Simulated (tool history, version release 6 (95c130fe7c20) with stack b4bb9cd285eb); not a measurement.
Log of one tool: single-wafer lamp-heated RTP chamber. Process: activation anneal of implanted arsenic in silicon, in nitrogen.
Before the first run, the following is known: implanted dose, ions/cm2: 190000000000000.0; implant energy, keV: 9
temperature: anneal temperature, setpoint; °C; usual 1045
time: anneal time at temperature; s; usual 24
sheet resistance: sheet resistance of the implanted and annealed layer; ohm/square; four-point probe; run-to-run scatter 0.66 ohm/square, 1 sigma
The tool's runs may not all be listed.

run	hour	temperature	time	read-back reference wafer on the same gauge, sheet resistance	sheet resistance
1	0	1053	24	522.68	436.59
2	59.7	1053	24	523.17	436.01
3	156.1	1045	14	522.63	447.97
4	244.1	1033	24	522.76	441.26
5	333.9	1045	24	523.14	437.45
# hour 366.6: pyrometer window cleaned and pyrometer calibrated
6	396.7	1045	24	522.5	440.08
7	488.2	1045	24	522.97	437.28
# hour 527.8: reflector plate cleaned
8	532.1	1045	30	523.04	437.28
9	594	1045	30	522.85	436.38
10	644.2	1054	15	523.01	443.01
11	684.3	1045	24	522.94	438.65
12	785.1	1045	24	523.15	437.28
13	863.7	1045	24	523.05	437.18
14	953.1	1045	24	523.48	434.09
# hour 1009.5: pyrometer window cleaned and pyrometer calibrated
15	1016.8	1045	24	522.67	440.22
16	1076.1	1045	24	523.07	439.15
# hour 1099.7: reflector plate cleaned
17	1172.1	1045	28	523.56	437.06
18	1242.4	1045	24	523.08	440.23
19	1294.8	1030	24	522.74	445.69
20	1499.3	1045	24	523.3	436.59
21	1572.5	1056	24	522.98	430.21
# hour 1623.9: pyrometer window cleaned and pyrometer calibrated
22	1626.6	1019	17	523.08	454.33
23	1691.6	1061	24	522.97	430.42
# hour 1736.7: reflector plate cleaned
24	1987.7	1062	29	522.98	428.06
# hour 2032.3: gauge calibrated
25	2149.8	1045	24	522.66	436.02
# hour 2206.7: pyrometer window cleaned and pyrometer calibrated
26	2247.4	1045	19	522.7	443.65

For run 27, what comes out?
# hour 2275.7: reflector plate cleaned
27	2321.8	1019	24	?	?

Logged for run 27: read-back reference wafer on the same gauge, sheet resistance 523.55, sheet resistance 451.28 ohm/square.
With the hidden condition absent and the run-to-run variation left alone, this run would have shown sheet resistance 452.49 ohm/square.

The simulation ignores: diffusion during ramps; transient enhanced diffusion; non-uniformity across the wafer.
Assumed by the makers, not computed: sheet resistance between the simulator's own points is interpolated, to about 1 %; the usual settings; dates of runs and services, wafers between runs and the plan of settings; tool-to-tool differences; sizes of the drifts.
